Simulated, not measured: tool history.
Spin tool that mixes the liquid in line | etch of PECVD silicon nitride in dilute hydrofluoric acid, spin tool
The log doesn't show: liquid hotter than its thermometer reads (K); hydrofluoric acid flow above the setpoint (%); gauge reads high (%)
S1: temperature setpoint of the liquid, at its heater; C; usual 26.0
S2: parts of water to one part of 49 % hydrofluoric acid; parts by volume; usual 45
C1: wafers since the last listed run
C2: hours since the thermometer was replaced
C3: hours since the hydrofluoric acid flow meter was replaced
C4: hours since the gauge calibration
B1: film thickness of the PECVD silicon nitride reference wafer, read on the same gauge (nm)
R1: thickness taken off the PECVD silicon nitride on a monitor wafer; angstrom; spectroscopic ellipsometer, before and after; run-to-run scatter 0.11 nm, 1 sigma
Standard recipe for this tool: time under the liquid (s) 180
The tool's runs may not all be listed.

run 1 hour=0.0 | S1=26.0 S2=45 time_under_the_liquid_(s)=180 | C1=0 C2=2027.6 C3=2133.6 C4=684.0 | B1=89.98 | R1=212.9
run 2 hour=31.3 | S1=26.0 S2=45 time_under_the_liquid_(s)=220 | C1=320 C2=2058.9 C3=2164.9 C4=715.3 | B1=90.00 | R1=260.6
run 3 hour=49.6 | S1=26.0 S2=45 time_under_the_liquid_(s)=180 | C1=187 C2=2077.2 C3=2183.2 C4=733.6 | B1=89.99 | R1=212.1
run 4 hour=80.4 | S1=26.0 S2=45 time_under_the_liquid_(s)=105 | C1=315 C2=2108.0 C3=2214.0 C4=764.4 | B1=89.96 | R1=125.1
run 5 hour=101.1 | S1=26.0 S2=45 time_under_the_liquid_(s)=105 | C1=211 C2=2128.7 C3=2234.7 C4=785.1 | B1=90.01 | R1=126.4
run 6 hour=126.7 | S1=26.0 S2=45 time_under_the_liquid_(s)=180 | C1=261 C2=2154.3 C3=2260.3 C4=810.7 | B1=89.98 | R1=216.1
run 7 hour=140.5 | S1=21.0 S2=25 time_under_the_liquid_(s)=180 | C1=141 C2=2168.1 C3=2274.1 C4=824.5 | B1=89.98 | R1=273.3
run 8 hour=164.6 | S1=21.5 S2=65 time_under_the_liquid_(s)=180 | C1=246 C2=2192.2 C3=2298.2 C4=848.6 | B1=90.02 | R1=111.3
-- hour=184.8 gauge calibrated
run 9 hour=196.0 | S1=30.0 S2=45 time_under_the_liquid_(s)=225 | C1=321 C2=2223.6 C3=2329.6 C4=11.2 | B1=90.00 | R1=351.3
run 10 hour=208.5 | S1=22.5 S2=50 time_under_the_liquid_(s)=285 | C1=127 C2=2236.1 C3=2342.1 C4=23.7 | B1=89.98 | R1=248.6
-- hour=224.1 thermometer replaced
run 11 hour=235.7 | S1=24.0 S2=65 time_under_the_liquid_(s)=120 | C1=268 C2=11.6 C3=2369.3 C4=50.9 | B1=89.97 | R1=75.9
run 12 hour=250.3 | S1=25.0 S2=45 time_under_the_liquid_(s)=180 | C1=149 C2=26.2 C3=2383.9 C4=65.5 | B1=90.03 | R1=175.4
run 13 hour=269.0 | S1=23.5 S2=65 time_under_the_liquid_(s)=105 | C1=191 C2=44.9 C3=2402.6 C4=84.2 | B1=90.01 | R1=65.9
run 14 hour=283.0 | S1=26.0 S2=45 time_under_the_liquid_(s)=180 | C1=143 C2=58.9 C3=2416.6 C4=98.2 | B1=89.99 | R1=188.4
-- hour=286.1 hydrofluoric acid flow meter replaced
run 15 hour=300.8 | S1=28.0 S2=30 time_under_the_liquid_(s)=95 | C1=171 C2=76.7 C3=14.7 C4=116.0 | B1=89.96 | R1=156.6
run 16 hour=329.4 | S1=23.0 S2=60 time_under_the_liquid_(s)=145 | C1=292 C2=105.3 C3=43.3 C4=144.6 | B1=89.96 | R1=87.1
run 17 hour=360.9 | S1=28.0 S2=35 time_under_the_liquid_(s)=180 | C1=322 C2=136.8 C3=74.8 C4=176.1 | B1=90.02 | R1=256.9
run 18 hour=386.5 | S1=22.0 S2=35 time_under_the_liquid_(s)=80 | C1=261 C2=162.4 C3=100.4 C4=201.7 | B1=90.00 | R1=75.7
run 19 hour=403.7 | S1=23.5 S2=45 time_under_the_liquid_(s)=260 | C1=175 C2=179.6 C3=117.6 C4=218.9 | B1=89.96 | R1=212.6
run 20 hour=420.6 | S1=24.5 S2=35 time_under_the_liquid_(s)=180 | C1=172 C2=196.5 C3=134.5 C4=235.8 | B1=90.01 | R1=202.1
run 21 hour=433.7 | S1=26.0 S2=40 time_under_the_liquid_(s)=215 | C1=134 C2=209.6 C3=147.6 C4=248.9 | B1=90.01 | R1=236.0
run 22 hour=469.5 | S1=26.0 S2=45 time_under_the_liquid_(s)=180 | C1=366 C2=245.4 C3=183.4 C4=284.7 | B1=89.99 | R1=175.7
run 23 hour=484.5 | S1=26.0 S2=45 time_under_the_liquid_(s)=115 | C1=153 C2=260.4 C3=198.4 C4=299.7 | B1=89.97 | R1=114.9
run 24 hour=519.5 | S1=26.0 S2=60 time_under_the_liquid_(s)=85 | C1=358 C2=295.4 C3=233.4 C4=334.7 | B1=90.03 | R1=63.4
run 25 hour=544.2 | S1=23.0 S2=50 time_under_the_liquid_(s)=90 | C1=252 C2=320.1 C3=258.1 C4=359.4 | B1=90.01 | R1=65.8
run 26 hour=559.7 | S1=24.5 S2=65 time_under_the_liquid_(s)=110 | C1=158 C2=335.6 C3=273.6 C4=374.9 | B1=90.00 | R1=69.6
run 27 hour=594.5 | S1=26.0 S2=45 time_under_the_liquid_(s)=180 | C1=356 C2=370.4 C3=308.4 C4=409.7 | B1=90.00 | R1=178.9
run 28 hour=618.1 | S1=26.0 S2=45 time_under_the_liquid_(s)=180 | C1=241 C2=394.0 C3=332.0 C4=433.3 | B1=89.97 | R1=180.3
run 29 hour=638.7 | S1=28.5 S2=55 time_under_the_liquid_(s)=180 | C1=210 C2=414.6 C3=352.6 C4=453.9 | B1=90.00 | R1=175.7
run 30 hour=666.9 | S1=24.0 S2=30 time_under_the_liquid_(s)=245 | C1=288 C2=442.8 C3=380.8 C4=482.1 | B1=90.05 | R1=319.3
run 31 hour=682.1 | S1=30.0 S2=60 time_under_the_liquid_(s)=130 | C1=155 C2=458.0 C3=396.0 C4=497.3 | B1=89.99 | R1=126.8

Alternative continuations, all from the tool just after run 31; predict every row:
run A hour=682.6 | S1=26.0 S2=45 time_under_the_liquid_(s)=180 | C1=5 C2=458.5 C3=396.5 C4=497.8 | B1=? | R1=?
run B hour=682.6 | S1=23.0 S2=45 time_under_the_liquid_(s)=180 | C1=5 C2=458.5 C3=396.5 C4=497.8 | B1=? | R1=?
run C hour=682.6 | S1=28.5 S2=45 time_under_the_liquid_(s)=245 | C1=5 C2=458.5 C3=396.5 C4=497.8 | B1=? | R1=?
run D hour=682.6 | S1=22.5 S2=30 time_under_the_liquid_(s)=260 | C1=5 C2=458.5 C3=396.5 C4=497.8 | B1=? | R1=?
run E hour=682.6 | S1=30.5 S2=45 time_under_the_liquid_(s)=270 | C1=5 C2=458.5 C3=396.5 C4=497.8 | B1=? | R1=?

run=A B1=90.03 R1=182.2
run=B B1=90.03 R1=149.0
run=C B1=90.03 R1=292.3
run=D B1=90.03 R1=308.4
run=E B1=90.03 R1=366.6
With the hidden condition removed and each run's random variation left untouched, the same runs would have given:
run=A R1=170.2
run=B R1=139.1
run=C R1=273.3
run=D R1=287.8
run=E R1=342.9
